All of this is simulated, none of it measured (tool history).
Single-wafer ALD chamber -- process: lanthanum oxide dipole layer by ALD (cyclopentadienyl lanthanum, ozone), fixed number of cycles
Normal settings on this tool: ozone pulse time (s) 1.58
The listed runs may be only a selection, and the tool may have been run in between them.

run    hour  ozone pulse time (s)  wafers since the last listed run  hours since the last thermocouple change  hours since the last ozone generator service  hours since the showerhead was replaced  hours since the gauge calibration  read-back reference wafer on the same gauge, thickness_nm  mean film thickness on the monitor wafer (nm)
  1       0                  1.58                                 0                                       771                                         591.7                                    620.3                             1581.5                                                      0.604                                          0.543
      124.9  -- thermocouple changed; heater temperature recalibrated
  2   245.2                  1.58                              2732                                     120.3                                         836.9                                    865.5                             1826.7                                                      0.604                                          0.545
  3   334.2                  1.88                              1025                                     209.3                                         925.9                                    954.5                             1915.7                                                      0.605                                          0.554
  4   381.9                  1.88                               549                                       257                                         973.6                                   1002.2                             1963.4                                                      0.605                                          0.554
  5   440.5                  1.88                               675                                     315.6                                        1032.2                                   1060.8                               2022                                                      0.606                                          0.558
  6     508                  1.79                               777                                     383.1                                        1099.7                                   1128.3                             2089.5                                                      0.606                                          0.552
  7   553.9                  1.79                               528                                       429                                        1145.6                                   1174.2                             2135.4                                                      0.606                                          0.553
  8   644.9                  1.58                              1048                                       520                                        1236.6                                   1265.2                             2226.4                                                      0.607                                          0.547
  9   709.1                  1.58                               739                                     584.2                                        1300.8                                   1329.4                             2290.6                                                      0.607                                          0.545
 10     793                  1.58                               966                                     668.1                                        1384.7                                   1413.3                             2374.5                                                      0.607                                          0.544
     1056.2  -- thermocouple changed; heater temperature recalibrated
 11  1071.8                  1.58                              3120                                      15.6                                        1663.5                                   1692.1                             2653.3                                                      0.608                                          0.547
 12  1117.7                  1.58                               528                                      61.5                                        1709.4                                     1738                             2699.2                                                      0.608                                          0.548
     1139.1  -- ozone generator serviced
 13  1278.6                  1.58                              1761                                     222.4                                         139.5                                   1898.9                             2860.1                                                      0.609                                           0.55
 14  1363.9                  1.58                               982                                     307.7                                         224.8                                   1984.2                             2945.4                                                      0.609                                          0.549
     1419.3  -- gauge calibrated
 15  1427.1                  1.58                               728                                     370.9                                           288                                   2047.4                                7.8                                                      0.597                                          0.538
 16    1504                  1.58                               886                                     447.8                                         364.9                                   2124.3                               84.7                                                      0.598                                           0.54
 17  1567.1                   1.2                               727                                     510.9                                           428                                   2187.4                              147.8                                                      0.598                                          0.507
 18  1832.9                  1.87                              3062                                     776.7                                         693.8                                   2453.2                              413.6                                                        0.6                                          0.551
 19  1914.1                  1.58                               935                                     857.9                                           775                                   2534.4                              494.8                                                        0.6                                          0.541
     1983.8  -- thermocouple changed; heater temperature recalibrated
 20  1984.3                  1.39                               716                                       0.5                                         845.2                                   2604.6                                565                                                      0.599                                          0.529
 21    2080                  1.58                              1102                                      96.2                                         940.9                                   2700.3                              660.7                                                        0.6                                          0.538
 22  2171.4                  2.03                              1053                                     187.6                                        1032.3                                   2791.7                              752.1                                                        0.6                                          0.555
     2214.2  -- showerhead replaced
 23    2226                  1.58                               536                                     242.2                                        1086.9                                     11.8                              806.7                                                        0.6                                           0.54
 24  2322.5                  2.02                              1111                                     338.7                                        1183.4                                    108.3                              903.2                                                      0.601                                          0.553
 25  2380.8                  1.38                               671                                       397                                        1241.7                                    166.6                              961.5                                                      0.601                                          0.529
 26  2431.5                  1.78                               584                                     447.7                                        1292.4                                    217.3                             1012.2                                                      0.601                                           0.55
 27  2510.7                  0.96                               912                                     526.9                                        1371.6                                    296.5                             1091.4                                                      0.602                                          0.478
 28  2683.2                  1.24                              1987                                     699.4                                        1544.1                                      469                             1263.9                                                      0.602                                          0.517
 29  2720.8                  2.11                               433                                       737                                        1581.7                                    506.6                             1301.5                                                      0.603                                          0.556
 30  2764.1                  1.77                               498                                     780.3                                          1625                                    549.9                             1344.8                                                      0.602                                          0.551
 31  2804.6                  1.92                               466                                     820.8                                        1665.5                                    590.4                             1385.3                                                      0.603                                          0.554
 32  2876.6                  1.35                               829                                     892.8                                        1737.5                                    662.4                             1457.3                                                      0.603                                          0.526

Selected run-to-run steps in mean film thickness on the monitor wafer (nm), each split into two signed amounts: the part the tool would show with no hidden state at all (from settings, incoming material and random variation), and the remainder, which goes to the hidden state together with any gauge scatter not common to the measured and the hidden-state-free results:
Hidden state present: wafer temperature above the value expected at the setpoint (K); ozone dose above that of a generator just serviced (%); gauge reads high (%).
Run 1 -> 2: thermocouple changed; heater temperature recalibrated. mean film thickness on the monitor wafer (nm) +0.002: hidden state +0.001, all else +0.001.
Run 14 -> 15: gauge calibrated. mean film thickness on the monitor wafer (nm) -0.011: hidden state -0.01, all else -0.001.
Run 17 -> 18: ozone pulse time (s) 1.2 -> 1.87. mean film thickness on the monitor wafer (nm) +0.044: hidden state +0.001, all else +0.043.
Run 25 -> 26: ozone pulse time (s) 1.38 -> 1.78. mean film thickness on the monitor wafer (nm) +0.021: hidden state +0.002, all else +0.019.
Run 26 -> 27: ozone pulse time (s) 1.78 -> 0.96. mean film thickness on the monitor wafer (nm) -0.072: hidden state -0.001, all else -0.071.
Run 27 -> 28: ozone pulse time (s) 0.96 -> 1.24. mean film thickness on the monitor wafer (nm) +0.039: hidden state +0.001, all else +0.038.
